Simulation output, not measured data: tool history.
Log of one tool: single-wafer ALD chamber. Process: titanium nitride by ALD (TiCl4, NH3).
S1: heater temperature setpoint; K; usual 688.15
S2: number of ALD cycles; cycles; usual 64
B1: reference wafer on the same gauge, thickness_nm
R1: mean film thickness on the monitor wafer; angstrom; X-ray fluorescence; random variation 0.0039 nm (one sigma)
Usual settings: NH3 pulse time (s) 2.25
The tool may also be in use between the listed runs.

{"run": 1, "hour": 0.0, "S1": 688.15, "S2": 64, "NH3 pulse time (s)": 2.25, "B1": 1.24, "R1": 15.43}
{"run": 2, "hour": 21.6, "S1": 688.15, "S2": 64, "NH3 pulse time (s)": 2.25, "B1": 1.24, "R1": 15.45}
{"run": 3, "hour": 35.4, "S1": 688.15, "S2": 64, "NH3 pulse time (s)": 2.89, "B1": 1.24, "R1": 15.45}
{"run": 4, "hour": 54.0, "S1": 688.15, "S2": 64, "NH3 pulse time (s)": 2.89, "B1": 1.24, "R1": 15.49}
{"run": 5, "hour": 67.3, "S1": 688.15, "S2": 64, "NH3 pulse time (s)": 2.25, "B1": 1.24, "R1": 15.46}
{"run": 6, "hour": 87.9, "S1": 688.15, "S2": 67, "NH3 pulse time (s)": 2.25, "B1": 1.24, "R1": 16.12}
{"run": 7, "hour": 106.6, "S1": 688.15, "S2": 64, "NH3 pulse time (s)": 2.25, "B1": 1.241, "R1": 15.45}
{"run": 8, "hour": 140.1, "S1": 688.15, "S2": 64, "NH3 pulse time (s)": 2.25, "B1": 1.24, "R1": 15.43}
{"run": 9, "hour": 206.7, "S1": 688.15, "S2": 64, "NH3 pulse time (s)": 2.25, "B1": 1.241, "R1": 15.43}
{"run": 10, "hour": 235.0, "S1": 688.15, "S2": 64, "NH3 pulse time (s)": 2.25, "B1": 1.24, "R1": 15.52}
{"run": 11, "hour": 309.3, "S1": 688.15, "S2": 64, "NH3 pulse time (s)": 2.25, "B1": 1.24, "R1": 15.4}
{"run": 12, "hour": 343.3, "S1": 688.15, "S2": 64, "NH3 pulse time (s)": 2.25, "B1": 1.24, "R1": 15.48}
{"run": 13, "hour": 370.7, "S1": 688.15, "S2": 64, "NH3 pulse time (s)": 2.25, "B1": 1.24, "R1": 15.45}
{"run": 14, "hour": 406.1, "S1": 702.15, "S2": 64, "NH3 pulse time (s)": 2.25, "B1": 1.24, "R1": 15.4}
{"run": 15, "hour": 426.6, "S1": 682.15, "S2": 70, "NH3 pulse time (s)": 2.25, "B1": 1.24, "R1": 16.9}
{"run": 16, "hour": 452.8, "S1": 688.15, "S2": 64, "NH3 pulse time (s)": 2.25, "B1": 1.24, "R1": 15.43}
{"run": 17, "hour": 487.7, "S1": 688.15, "S2": 64, "NH3 pulse time (s)": 2.25, "B1": 1.24, "R1": 15.4}
{"hour": 507.5, "done": "gauge calibrated"}
{"hour": 518.2, "done": "thermocouple changed; heater temperature recalibrated"}
{"run": 18, "hour": 518.7, "S1": 683.15, "S2": 64, "NH3 pulse time (s)": 2.48, "B1": 1.24, "R1": 15.46}
{"run": 19, "hour": 534.3, "S1": 688.15, "S2": 64, "NH3 pulse time (s)": 2.66, "B1": 1.239, "R1": 15.46}
{"hour": 546.5, "done": "showerhead replaced"}
{"run": 20, "hour": 556.7, "S1": 696.15, "S2": 57, "NH3 pulse time (s)": 1.41, "B1": 1.241, "R1": 13.71}
{"run": 21, "hour": 591.0, "S1": 688.15, "S2": 64, "NH3 pulse time (s)": 1.77, "B1": 1.24, "R1": 15.32}
{"run": 22, "hour": 609.5, "S1": 688.15, "S2": 70, "NH3 pulse time (s)": 1.88, "B1": 1.239, "R1": 16.87}
{"run": 23, "hour": 634.9, "S1": 688.15, "S2": 70, "NH3 pulse time (s)": 1.88, "B1": 1.24, "R1": 16.81}
{"run": 24, "hour": 652.8, "S1": 679.15, "S2": 60, "NH3 pulse time (s)": 1.59, "B1": 1.24, "R1": 14.29}
{"run": 25, "hour": 669.6, "S1": 688.15, "S2": 70, "NH3 pulse time (s)": 1.88, "B1": 1.24, "R1": 16.82}
{"run": 26, "hour": 742.8, "S1": 688.15, "S2": 64, "NH3 pulse time (s)": 2.25, "B1": 1.239, "R1": 15.42}
{"run": 27, "hour": 764.7, "S1": 677.15, "S2": 73, "NH3 pulse time (s)": 2.01, "B1": 1.241, "R1": 17.42}

4 ways to go on from here, each from the tool as it stands after run 27. What would each give?
{"run": "A", "hour": 765.2, "S1": 688.15, "S2": 64, "NH3 pulse time (s)": 3, "B1": "?", "R1": "?"}
{"run": "B", "hour": 765.2, "S1": 694.15, "S2": 64, "NH3 pulse time (s)": 2.25, "B1": "?", "R1": "?"}
{"run": "C", "hour": 765.2, "S1": 698.15, "S2": 59, "NH3 pulse time (s)": 1.76, "B1": "?", "R1": "?"}
{"run": "D", "hour": 765.2, "S1": 688.15, "S2": 76, "NH3 pulse time (s)": 2.83, "B1": "?", "R1": "?"}

run=A B1=1.24 R1=15.43
run=B B1=1.24 R1=15.38
run=C B1=1.24 R1=14.14
run=D B1=1.24 R1=18.3
Without the tool's hidden state the same runs would have given:
run=A R1=15.43
run=B R1=15.38
run=C R1=14.14
run=D R1=18.3
